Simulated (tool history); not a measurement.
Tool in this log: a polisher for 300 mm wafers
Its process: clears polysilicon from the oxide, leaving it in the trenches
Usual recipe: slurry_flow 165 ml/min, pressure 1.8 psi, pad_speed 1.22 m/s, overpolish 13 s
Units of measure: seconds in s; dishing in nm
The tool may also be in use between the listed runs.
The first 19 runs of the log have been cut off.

| run | hour | slurry_flow | pressure | pad_speed | overpolish | incoming thickness of the incoming film, nm | seconds | dishing |
|---|---|---|---|---|---|---|---|---|
| 20 | 830.6 | 165 | 1.8 | 1.22 | 13 | 630.2 | 74.4 | 60.7 |
| 21 | 868.9 | 165 | 1.8 | 0.86 | 10 | 642.9 | 105.3 | 46.7 |
| 22 | 907.3 | 165 | 1.5 | 1.22 | 6 | 632.5 | 92 | 35.4 |
| 23 | 934.4 | 165 | 1.8 | 1.22 | 13 | 636.1 | 76.9 | 62 |
| 24 | 995.6 | 165 | 1.8 | 1.22 | 13 | 632.4 | 77.8 | 64.2 |
|  | 1024.4 | worn pad replaced by a new one |
|  | 1052.8 | slurry nozzle cleaned |
|  | 1093.4 | head pressure recalibrated |
| 25 | 1158.5 | 210 | 1.8 | 0.9 | 6 | 642.8 | 89.2 | 34.8 |
| 26 | 1318.5 | 165 | 1.8 | 1.22 | 13 | 641.2 | 75 | 63 |
| 27 | 1343.9 | 180 | 1.8 | 1.22 | 13 | 645.9 | 74.4 | 61.3 |
| 28 | 1381.7 | 165 | 2.4 | 0.82 | 13 | 643.4 | 81.3 | 61.3 |
| 29 | 1422.9 | 165 | 1.8 | 1.22 | 13 | 653.8 | 77.5 | 60.4 |
| 30 | 1486 | 200 | 1.6 | 1.52 | 13 | 648.7 | 72.4 | 63.1 |
|  | 1521.2 | worn pad replaced by a new one |
| 31 | 1552.3 | 165 | 1.8 | 1.22 | 17 | 629.9 | 67.9 | 71.6 |
| 32 | 1618.9 | 140 | 1.4 | 1.22 | 19 | 653.3 | 94.9 | 69 |
| 33 | 1661.4 | 205 | 2.2 | 1.58 | 7 | 649.6 | 45.4 | 61.3 |
| 34 | 1704.3 | 165 | 1.8 | 1.22 | 13 | 638.1 | 73.1 | 62.2 |
| 35 | 1742.4 | 165 | 1.8 | 1.22 | 13 | 651 | 74.7 | 65.5 |

Here are 4 independent what-if runs from the current tool condition. What would each one return?
| A | 1742.8 | 165 | 1.8 | 1.22 | 13 | 646.8 | ? | ? |
| B | 1742.8 | 125 | 1.3 | 0.88 | 6 | 646.8 | ? | ? |
| C | 1742.8 | 165 | 1.8 | 1.22 | 15 | 646.8 | ? | ? |
| D | 1742.8 | 190 | 1.8 | 1.22 | 7 | 646.8 | ? | ? |

| run | seconds | dishing |
|---|---|---|
| A | 75.2 | 62.8 |
| B | 142.9 | 25.1 |
| C | 75.2 | 66.4 |
| D | 74 | 45.7 |
Take away the tool's hidden state, keep each run's random variation, and the runs would have read:
| run | seconds | dishing |
|---|---|---|
| A | 70.9 | 64.4 |
| B | 134.7 | 26.3 |
| C | 70.9 | 67.8 |
| D | 69.7 | 47.4 |
